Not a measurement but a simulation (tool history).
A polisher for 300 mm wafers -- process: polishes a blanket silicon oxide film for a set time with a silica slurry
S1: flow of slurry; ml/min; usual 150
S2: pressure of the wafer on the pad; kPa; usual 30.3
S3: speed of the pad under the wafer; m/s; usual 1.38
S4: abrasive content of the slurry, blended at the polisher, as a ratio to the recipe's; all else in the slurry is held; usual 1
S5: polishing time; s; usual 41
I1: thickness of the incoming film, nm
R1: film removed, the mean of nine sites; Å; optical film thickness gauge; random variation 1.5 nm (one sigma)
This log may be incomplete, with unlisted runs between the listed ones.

run	day	S1	S2	S3	S4	S5	I1	R1
1	0	150	30.3	1.38	1	41	1547.4	1940
2	0.708	150	30.3	1.38	1	41	1545.9	1926
3	1.188	150	33.1	1.38	1	41	1559.4	2123
4	1.708	150	33.1	1.38	1	41	1576.2	2119
5	2.35	150	33.1	1.38	1	41	1548.6	2103
# day 2.725: worn pad replaced by a new one
6	2.829	135	30.3	1.18	0.7	41	1557	1398
7	3.233	150	30.3	1.38	1	37	1547.1	1756
8	3.7	150	30.3	1.38	1	41	1552.8	1957
# day 4.092: slurry nozzle cleaned
9	4.158	150	30.3	1.7	1	46	1543.8	2516
10	4.775	150	30.3	1.38	1	27	1553	1281
11	5.033	150	30.3	1.38	1	41	1562.6	1929
# day 5.35: slurry blender recalibrated
12	5.417	180	37.2	1.38	0.7	54	1554.8	2670
13	5.771	150	30.3	1.38	1	41	1532.6	1936
14	6.408	150	39.3	1.38	1	45	1563.5	2727
# day 6.633: worn pad replaced by a new one
15	6.842	150	35.9	1.74	1	41	1534.9	2729
# day 7.208: conditioning disc replaced and pad reconditioned
16	7.479	150	21.4	1.14	0.85	49	1545	1268
17	8.029	150	30.3	1.86	1	30	1534.2	1797
18	8.733	175	36.5	1.78	0.75	41	1543.5	2534
19	9.279	150	39.3	1.72	0.7	41	1536.4	2470
20	9.746	150	30.3	1.38	1	41	1554.1	1871
# day 10.154: worn pad replaced by a new one
21	10.175	150	22.1	1.58	0.7	41	1519.1	1301
22	10.321	150	30.3	1.76	1	41	1541.8	2288
23	10.658	125	30.3	1.38	0.7	41	1546	1543
# day 11.208: slurry blender recalibrated
24	11.254	150	30.3	1.38	0.9	41	1554.7	1790
25	11.779	150	22.1	1.38	1	41	1557.8	1375
26	12.075	115	30.3	1.38	0.75	41	1542.9	1529

Measured minus without-hidden-state, run by run (identical run-to-run variation in each term; gauge scatter may differ):
Unlogged tool condition in this case: removal rate lost through wear of the pad, %; slurry flow missing at the pad, %; deviation of the head's pressure from its setpoint, %; abrasive missing from the slurry, %; time polished since the conditioner stopped cutting, s.
run	R1
1	+5
2	+4
3	+5
4	+4
5	+3
6	+1
7	+1
8	+0
9	-2
10	-2
11	-5
12	-8
13	-7
14	-14
15	-17
16	-10
17	-16
18	-29
19	-32
20	-27
21	-20
22	-38
23	-27
24	-36
25	-30
26	-36
